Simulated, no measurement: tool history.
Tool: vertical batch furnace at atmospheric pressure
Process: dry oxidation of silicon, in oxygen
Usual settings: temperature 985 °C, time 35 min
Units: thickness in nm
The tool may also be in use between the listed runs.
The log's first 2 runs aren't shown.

run,hour,temperature,time,wafers since the last listed run,hours since the last temperature calibration,hours since the boat lift was adjusted,hours since the gauge calibration,"read-back reference wafer on the same gauge, thickness",thickness
3,73.8,985,35,414,2543.4,3568.3,1156.9,60.99,58.05
4,133.7,966,35,1031,2603.3,3628.2,1216.8,60.99,54.91
5,184.3,966,35,871,2653.9,3678.8,1267.4,60.97,54.92
6,251.9,985,35,1163,2721.5,3746.4,1335,61,57.99
7,296.4,985,35,766,2766,3790.9,1379.5,61.04,58.18
8,365.8,985,35,1194,2835.4,3860.3,1448.9,60.97,57.89
9,410.6,1004,35,771,2880.2,3905.1,1493.7,61.01,62.63
10,472.5,1004,35,1065,2942.1,3967,1555.6,61.05,62.44
11,536.3,1004,35,1098,3005.9,4030.8,1619.4,61.01,62.61
12,574,1000,35,648,3043.6,4068.5,1657.1,61.01,61.22
13,634.8,985,35,1046,3104.4,4129.3,1717.9,60.97,58.29
14,697.9,970,35,1086,3167.5,4192.4,1781,60.96,55.92
15,734.4,970,35,628,3204,4228.9,1817.5,61.04,55.77
16,800.3,964,22,1134,3269.9,4294.8,1883.4,61.03,50.11
# hour 857.3: thermocouples replaced and temperature profile calibrated
17,857.8,985,21.5,576,0.5,4352.3,1940.9,61.03,51.43
18,908.6,1002,27.5,874,51.3,4403.1,1991.7,61.02,56.81
19,970.5,971,51.5,1065,113.2,4465,2053.6,60.99,61.36
20,1014.8,985,35,762,157.5,4509.3,2097.9,61.01,57.71
21,1059.4,985,35,767,202.1,4553.9,2142.5,61.07,57.56
22,1123.5,994,23,1103,266.2,4618,2206.6,61.02,52.9
23,1175.7,985,35,898,318.4,4670.2,2258.8,60.97,57.23
# hour 1216.4: boat lift adjusted
24,1243.6,970,22,755,386.3,27.2,2326.7,61.02,50.16

Forecast run 25:
25,1304,971,27,1039,446.7,87.6,2387.1,?,?

{"run 25": {"read-back reference wafer on the same gauge, thickness": 60.99, "thickness": 51.96}}
Without the tool's hidden state the same run would have given thickness 51.84 nm.
